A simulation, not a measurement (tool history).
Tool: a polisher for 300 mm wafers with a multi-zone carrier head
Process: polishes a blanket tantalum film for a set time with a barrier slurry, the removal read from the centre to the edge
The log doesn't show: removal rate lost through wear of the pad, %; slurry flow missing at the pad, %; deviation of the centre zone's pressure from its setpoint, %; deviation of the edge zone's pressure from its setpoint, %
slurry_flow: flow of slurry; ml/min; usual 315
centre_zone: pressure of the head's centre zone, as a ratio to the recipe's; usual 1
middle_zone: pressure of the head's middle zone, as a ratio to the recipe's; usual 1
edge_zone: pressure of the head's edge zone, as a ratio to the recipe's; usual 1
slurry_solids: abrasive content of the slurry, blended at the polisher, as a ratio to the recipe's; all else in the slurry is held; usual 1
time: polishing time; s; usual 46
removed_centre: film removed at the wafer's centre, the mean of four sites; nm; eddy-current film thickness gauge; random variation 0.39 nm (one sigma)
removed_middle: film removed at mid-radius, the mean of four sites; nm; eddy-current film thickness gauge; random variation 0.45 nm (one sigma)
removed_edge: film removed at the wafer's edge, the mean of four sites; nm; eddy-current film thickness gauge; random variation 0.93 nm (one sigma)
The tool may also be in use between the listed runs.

run    day  slurry_flow  centre_zone  middle_zone  edge_zone  slurry_solids  time  wafers since the last listed run  wafers polished on this pad  hours since the slurry nozzle was cleaned  hours since the centre zone pressure was calibrated  hours since the edge zone pressure was calibrated  hours since the carrier head's membrane was replaced  incoming thickness of the incoming film, nm  removed_centre  removed_middle  removed_edge
  1      0          315            1            1          1              1    53                                 0                          104                                        421                                                749.9                                             1002.7                                                 522.3                                        373.4              70            78.6          82.9
  2  0.642          315            1            1          1              1    53                                97                          202                                      436.4                                                765.3                                             1018.1                                                 537.7                                        368.1              69            78.2          81.7
  3  1.383          315            1            1          1              1    53                               113                          315                                      454.2                                                783.1                                             1035.9                                                 555.5                                        370.2            68.6            78.1          80.6
  4  1.942          315            1            1          1              1    46                                85                          400                                      467.6                                                796.5                                             1049.3                                                 568.9                                        375.3            58.5            67.2          69.8
  5  2.329          315            1            1          1              1    46                                59                          459                                      476.9                                                805.8                                             1058.6                                                 578.2                                        377.2            58.9            66.4          69.8
  6  2.592          315            1            1          1              1    46                                39                          499                                      483.2                                                812.1                                             1064.9                                                 584.5                                        374.2            58.4            66.4          69.4
     2.767  -- slurry nozzle cleaned
  7  2.912          315            1            1          1              1    46                                42                          541                                        3.5                                                819.8                                             1072.6                                                 592.2                                        366.7            63.4            71.3          74.1
     3.029  -- edge zone pressure recalibrated
     3.171  -- worn pad replaced by a new one
  8  3.421          315            1            1          1              1    46                                43                           38                                       15.7                                                  832                                                9.4                                                 604.4                                        370.2              63              72          75.8

Run 9 comes next. What will it give?
     3.733  -- centre zone pressure recalibrated
     3.908  -- carrier head's membrane replaced by a new one
  9  4.133          315         0.92         1.04       0.97              1    51                                69                          107                                       32.8                                                  9.6                                               26.5                                                   5.4                                        371.5               ?               ?             ?

Run 9 gave removed_centre 75.8 nm, removed_middle 82.3 nm, removed_edge 79 nm.
Without the tool's hidden state the same run would have given removed_centre 75.1 nm, removed_middle 82.5 nm, removed_edge 79.2 nm.
